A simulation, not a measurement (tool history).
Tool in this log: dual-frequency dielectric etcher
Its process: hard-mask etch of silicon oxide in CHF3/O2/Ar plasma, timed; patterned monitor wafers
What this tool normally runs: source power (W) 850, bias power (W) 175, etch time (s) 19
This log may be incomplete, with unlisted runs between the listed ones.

| run | hour | source power (W) | bias power (W) | etch time (s) | read-back reference wafer on the same gauge, depth_nm | mean etch depth across the wafer (Å) |
|---|---|---|---|---|---|---|
| 1 | 0 | 710 | 175 | 19 | 40.42 | 406.5 |
|  | 44.3 | wet clean of the chamber |
| 2 | 71.2 | 700 | 175 | 19 | 40.38 | 405.7 |
| 3 | 108.8 | 700 | 175 | 19 | 40.35 | 408.2 |
|  | 160.5 | source power generator calibrated |
| 4 | 174.7 | 700 | 175 | 19 | 40.46 | 403 |
|  | 203.5 | upper electrode replaced |
| 5 | 231 | 850 | 175 | 19 | 40.33 | 436.2 |
| 6 | 270.2 | 850 | 175 | 19 | 40.41 | 433.2 |
| 7 | 309.9 | 850 | 175 | 19 | 40.44 | 436.6 |
| 8 | 366.9 | 850 | 210 | 14.5 | 40.35 | 357.7 |
| 9 | 398.3 | 850 | 198 | 21 | 40.4 | 507.3 |
| 10 | 464 | 850 | 192 | 19 | 40.45 | 451.6 |
| 11 | 495.8 | 1030 | 213 | 19 | 40.39 | 508.8 |
|  | 556.6 | wet clean of the chamber |
|  | 609.6 | bias power generator calibrated |
| 12 | 625.3 | 850 | 134 | 19 | 40.45 | 388.2 |
| 13 | 687.5 | 850 | 209 | 17 | 40.37 | 421.4 |
| 14 | 753 | 1050 | 218 | 16.5 | 40.37 | 451.5 |
| 15 | 813.4 | 930 | 208 | 15.5 | 40.42 | 394.4 |
|  | 819 | gauge calibrated |
| 16 | 854.9 | 1020 | 175 | 17 | 40.38 | 418.6 |
| 17 | 883.9 | 850 | 203 | 19 | 40.33 | 464.7 |
| 18 | 937.6 | 680 | 212 | 15 | 40.39 | 343.4 |
| 19 | 982.8 | 850 | 205 | 19 | 40.43 | 469.2 |
| 20 | 1031.5 | 850 | 213 | 24 | 40.39 | 599.2 |
|  | 1083.9 | wet clean of the chamber |
| 21 | 1084.4 | 850 | 175 | 16.5 | 40.43 | 379.1 |
| 22 | 1138.9 | 1010 | 175 | 24 | 40.36 | 589.5 |
| 23 | 1188.7 | 1030 | 152 | 19 | 40.43 | 442 |

Run 24 has not been measured yet. What should we expect?
| 24 | 1237.9 | 850 | 175 | 19 | ? | ? |

{"run 24": {"read-back reference wafer on the same gauge, depth_nm": 40.41, "mean etch depth across the wafer (Å)": 438.3}}
With no hidden state in the tool, this same run would have given mean etch depth across the wafer (Å) 438.3.
